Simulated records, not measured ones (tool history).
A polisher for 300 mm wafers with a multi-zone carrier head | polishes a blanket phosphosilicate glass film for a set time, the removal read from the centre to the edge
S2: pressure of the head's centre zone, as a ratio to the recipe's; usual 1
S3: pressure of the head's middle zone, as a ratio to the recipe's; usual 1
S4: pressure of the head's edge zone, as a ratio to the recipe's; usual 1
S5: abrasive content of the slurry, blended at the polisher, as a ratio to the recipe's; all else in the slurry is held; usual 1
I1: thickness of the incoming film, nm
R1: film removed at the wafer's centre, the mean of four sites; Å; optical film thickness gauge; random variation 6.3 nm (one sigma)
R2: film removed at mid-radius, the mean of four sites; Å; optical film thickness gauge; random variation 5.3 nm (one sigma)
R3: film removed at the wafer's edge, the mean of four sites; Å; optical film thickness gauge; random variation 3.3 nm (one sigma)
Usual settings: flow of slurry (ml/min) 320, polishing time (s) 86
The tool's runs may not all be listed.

{"run": 1, "hour": 0.0, "flow of slurry (ml/min)": 320, "S2": 1, "S3": 1, "S4": 1, "S5": 1, "polishing time (s)": 86, "I1": 4039.3, "R1": 3707, "R2": 4212, "R3": 4060}
{"run": 2, "hour": 65.3, "flow of slurry (ml/min)": 220, "S2": 1.1, "S3": 1, "S4": 1, "S5": 0.75, "polishing time (s)": 86, "I1": 4153.4, "R1": 3612, "R2": 3706, "R3": 3715}
{"hour": 102.7, "done": "centre zone pressure recalibrated, repeated, since the last time left the tool worse"}
{"run": 3, "hour": 123.1, "flow of slurry (ml/min)": 320, "S2": 1, "S3": 1, "S4": 1, "S5": 1, "polishing time (s)": 106, "I1": 4133.7, "R1": 5290, "R2": 5065, "R3": 5059}
{"run": 4, "hour": 174.4, "flow of slurry (ml/min)": 210, "S2": 1, "S3": 1, "S4": 1, "S5": 0.9, "polishing time (s)": 86, "I1": 4006.5, "R1": 3928, "R2": 3914, "R3": 3854}
{"run": 5, "hour": 268.7, "flow of slurry (ml/min)": 320, "S2": 1.11, "S3": 1, "S4": 1, "S5": 1, "polishing time (s)": 86, "I1": 4131.4, "R1": 4746, "R2": 4146, "R3": 4107}
{"hour": 279.8, "done": "slurry nozzle cleaned"}
{"run": 6, "hour": 326.5, "flow of slurry (ml/min)": 320, "S2": 1.05, "S3": 1, "S4": 1, "S5": 1, "polishing time (s)": 86, "I1": 4075.1, "R1": 4345, "R2": 4271, "R3": 4109}
{"run": 7, "hour": 404.2, "flow of slurry (ml/min)": 320, "S2": 1, "S3": 1, "S4": 1, "S5": 1, "polishing time (s)": 86, "I1": 4142.4, "R1": 4214, "R2": 4199, "R3": 4128}
{"run": 8, "hour": 445.3, "flow of slurry (ml/min)": 320, "S2": 1, "S3": 1, "S4": 1, "S5": 1, "polishing time (s)": 86, "I1": 4166.1, "R1": 4311, "R2": 4215, "R3": 4100}
{"run": 9, "hour": 511.2, "flow of slurry (ml/min)": 270, "S2": 1, "S3": 1, "S4": 0.89, "S5": 1.15, "polishing time (s)": 109, "I1": 4006.8, "R1": 5433, "R2": 5366, "R3": 5058}
{"hour": 566.5, "done": "worn pad replaced by a new one"}
{"hour": 584.8, "done": "carrier head's membrane replaced by a new one"}
{"run": 10, "hour": 599.9, "flow of slurry (ml/min)": 215, "S2": 1, "S3": 1, "S4": 1, "S5": 1, "polishing time (s)": 86, "I1": 4144.4, "R1": 4042, "R2": 3921, "R3": 4027}
{"run": 11, "hour": 680.2, "flow of slurry (ml/min)": 320, "S2": 1, "S3": 1, "S4": 1, "S5": 1, "polishing time (s)": 86, "I1": 4021, "R1": 4357, "R2": 4123, "R3": 4086}
{"run": 12, "hour": 773.3, "flow of slurry (ml/min)": 405, "S2": 1, "S3": 1, "S4": 1, "S5": 1.2, "polishing time (s)": 109, "I1": 4124.1, "R1": 5642, "R2": 5747, "R3": 5583}
{"hour": 786.8, "done": "edge zone pressure recalibrated"}
{"run": 13, "hour": 863.4, "flow of slurry (ml/min)": 320, "S2": 1, "S3": 1, "S4": 1, "S5": 1, "polishing time (s)": 86, "I1": 4062.1, "R1": 4334, "R2": 4113, "R3": 4134}
{"hour": 910.5, "done": "slurry nozzle cleaned"}
{"run": 14, "hour": 923.9, "flow of slurry (ml/min)": 360, "S2": 1, "S3": 1, "S4": 1, "S5": 1.1, "polishing time (s)": 67, "I1": 4094.5, "R1": 3583, "R2": 3361, "R3": 3326}
{"run": 15, "hour": 1181.0, "flow of slurry (ml/min)": 320, "S2": 1, "S3": 1, "S4": 1, "S5": 1, "polishing time (s)": 86, "I1": 4094.6, "R1": 4319, "R2": 4166, "R3": 4109}
{"hour": 1230.3, "done": "worn pad replaced by a new one"}
{"run": 16, "hour": 1274.5, "flow of slurry (ml/min)": 360, "S2": 1, "S3": 1, "S4": 1, "S5": 1.1, "polishing time (s)": 67, "I1": 4027.9, "R1": 3508, "R2": 3326, "R3": 3287}

Run 17 comes next. What will it give?
{"hour": 1325.5, "done": "centre zone pressure recalibrated"}
{"run": 17, "hour": 1366.4, "flow of slurry (ml/min)": 320, "S2": 1, "S3": 1, "S4": 1, "S5": 0.8, "polishing time (s)": 86, "I1": 4062.9, "R1": "?", "R2": "?", "R3": "?"}

Run 17 gave R1 3908 Å, R2 3908 Å, R3 3959 Å.
Without the tool's hidden state the same run would have given R1 3940 Å, R2 3908 Å, R3 3959 Å.
